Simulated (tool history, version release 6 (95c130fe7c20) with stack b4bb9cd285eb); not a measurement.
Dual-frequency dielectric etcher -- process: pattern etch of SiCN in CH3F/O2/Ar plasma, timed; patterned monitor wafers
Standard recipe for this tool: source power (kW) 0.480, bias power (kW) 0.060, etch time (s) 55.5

run	hour	source power (kW)	bias power (kW)	etch time (s)	read-back reference wafer on the same gauge, depth_nm	mean etch depth across the wafer (angstrom)
1	0.0	0.480	0.060	55.5	23.00	218.2
2	100.6	0.480	0.066	55.5	22.99	226.3
3	135.2	0.480	0.060	55.5	23.00	219.6
4	163.0	0.480	0.060	55.5	23.00	218.9
# hour 168.9: bias power generator calibrated
5	193.5	0.480	0.060	55.5	23.01	220.8
6	219.4	0.480	0.060	55.5	23.00	220.8
7	241.2	0.480	0.060	55.5	23.00	221.5
# hour 267.0: source power generator calibrated
8	271.6	0.480	0.060	55.5	23.01	221.2
9	295.1	0.480	0.060	55.5	22.98	223.0
10	326.4	0.480	0.060	55.5	22.99	221.7
11	345.4	0.410	0.060	62.0	23.00	234.2
12	359.1	0.480	0.045	61.5	23.01	226.4
13	379.9	0.410	0.060	43.5	23.00	163.4
# hour 388.2: gauge calibrated
14	414.6	0.390	0.060	39.5	22.99	144.8
15	443.1	0.540	0.060	45.0	23.01	188.3
16	474.8	0.480	0.060	55.5	23.00	222.4
# hour 518.9: wet clean of the chamber
17	519.4	0.480	0.060	55.5	23.00	218.4
# hour 550.5: upper electrode replaced
18	569.6	0.480	0.064	55.5	22.99	223.3
19	596.4	0.360	0.073	47.0	22.99	177.3
20	615.4	0.480	0.060	55.5	23.00	217.3
21	636.8	0.480	0.060	55.5	23.00	217.7
22	657.7	0.390	0.060	40.0	22.97	146.2
23	687.8	0.540	0.068	46.5	22.99	199.0
24	715.8	0.480	0.060	55.5	22.99	219.3
25	736.9	0.530	0.060	55.5	23.00	229.2
26	765.2	0.480	0.060	64.5	22.99	254.5
27	788.8	0.480	0.060	48.5	23.00	191.6
28	805.1	0.550	0.069	40.0	22.97	175.4
29	825.3	0.480	0.060	65.0	22.99	258.2

State the hidden condition of the tool at each of the runs:
source power that arrives over what is set, %: 0 across all the runs
bias power that arrives over what is set, %: 0 across all the runs
gauge reads high (%): 0 across all the runs
H1: etch rate over this chamber's usual, %
run	H1
1	0.429
2	0.843
3	0.985
4	1.1
5	1.22
6	1.33
7	1.42
8	1.55
9	1.64
10	1.77
11	1.85
12	1.9
13	1.99
14	2.13
15	2.25
16	2.38
17	0.075
18	0.281
19	0.391
20	0.469
21	0.557
22	0.643
23	0.767
24	0.882
25	0.968
26	1.08
27	1.18
28	1.25
29	1.33
